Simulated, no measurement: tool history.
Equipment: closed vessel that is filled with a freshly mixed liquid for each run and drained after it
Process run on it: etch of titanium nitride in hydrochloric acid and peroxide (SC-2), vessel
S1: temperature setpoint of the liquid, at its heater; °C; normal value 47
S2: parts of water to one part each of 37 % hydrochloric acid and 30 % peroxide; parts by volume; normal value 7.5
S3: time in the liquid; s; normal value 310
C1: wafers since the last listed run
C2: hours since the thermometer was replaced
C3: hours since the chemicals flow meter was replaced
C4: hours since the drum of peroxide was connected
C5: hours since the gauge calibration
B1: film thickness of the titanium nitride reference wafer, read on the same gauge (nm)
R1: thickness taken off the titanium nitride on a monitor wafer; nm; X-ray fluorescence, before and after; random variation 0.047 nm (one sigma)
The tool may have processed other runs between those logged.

run    hour    S1    S2   S3     C1     C2      C3      C4     C5      B1     R1
  1       0    47    10  310      0  420.4    1032  1256.9  315.4  130.01   5.53
  2   107.2    47    10  310  12475  527.6  1139.2  1364.1  422.6     130   5.64
  3   187.3    47    10  310   9321  607.7  1219.3  1444.2  502.7  130.04   5.51
  4   276.1    47     5  310  10333  696.5  1308.1    1533  591.5  130.01    9.5
  5     364    47   7.5  310  10229  784.4    1396  1620.9  679.4     130   6.91
      430.9  -- new drum of peroxide connected
      431.1  -- gauge calibrated
  6   433.9    47   7.5  310   8018  854.3  1465.9       3    2.8     130   7.39
  7   513.3    47   7.5  310   9239  933.7  1545.3    82.4   82.2     130   7.34
  8   552.7    47   7.5  270   4585  973.1  1584.7   121.8  121.6  129.99   6.46
      595.5  -- thermometer replaced
  9   598.9    47   7.5  270   5260    3.4  1630.9     168  167.8  130.03   6.46
 10   693.3    47   7.5  310  10985   97.8  1725.3   262.4  262.2  130.03   7.39
 11   755.5  49.5   7.5  150   7238    160  1787.5   324.6  324.4  130.03   4.17
 12   812.5  40.5     4  310   6633    217  1844.5   381.6  381.4  130.02   7.35
      823.6  -- chemicals flow meter replaced
 13     866    47   7.5  310   6109  270.5    42.4   435.1  434.9  130.03   7.24
 14   952.1    50  10.5  190  10019  356.6   128.5   521.2    521  130.03   4.15
 15  1020.7    54   9.5  405   7983  425.2   197.1   589.8  589.6  130.05  12.39
 16  1077.6    47     4  160   6621  482.1     254   646.7  646.5  129.94    5.9
 17  1146.4    47   7.5  375   8006  550.9   322.8   715.5  715.3  130.02   8.66
     1186.5  -- gauge calibrated
 18  1251.2    47   7.5  310  12195  655.7   427.6   820.3   64.7  130.01   7.14
 19  1310.2    42     4  180   6865  714.7   486.6   879.3  123.7  130.01   4.65
 20  1398.1    47     4  420  10229  802.6   574.5   967.2  211.6  130.01  15.33

5 ways to go on from here, each from the tool as it stands after run 20. What would each give?
  A  1398.8    47   7.5  310  81  803.3  575.2  967.9  212.3   ?   ?
  B  1398.8    41   9.5  135  81  803.3  575.2  967.9  212.3   ?   ?
  C  1398.8    57  10.5  310  81  803.3  575.2  967.9  212.3   ?   ?
  D  1398.8  43.5     6  390  81  803.3  575.2  967.9  212.3   ?   ?
  E  1398.8    37     6  310  81  803.3  575.2  967.9  212.3   ?   ?

run      B1     R1
  A  129.96   7.16
  B  129.96    1.7
  C  129.96  10.51
  D  129.96   8.43
  E  129.96   4.22
Without the tool's unlogged condition, the same runs would have read:
run     R1
  A   7.52
  B   1.79
  C  11.05
  D   8.84
  E   4.43
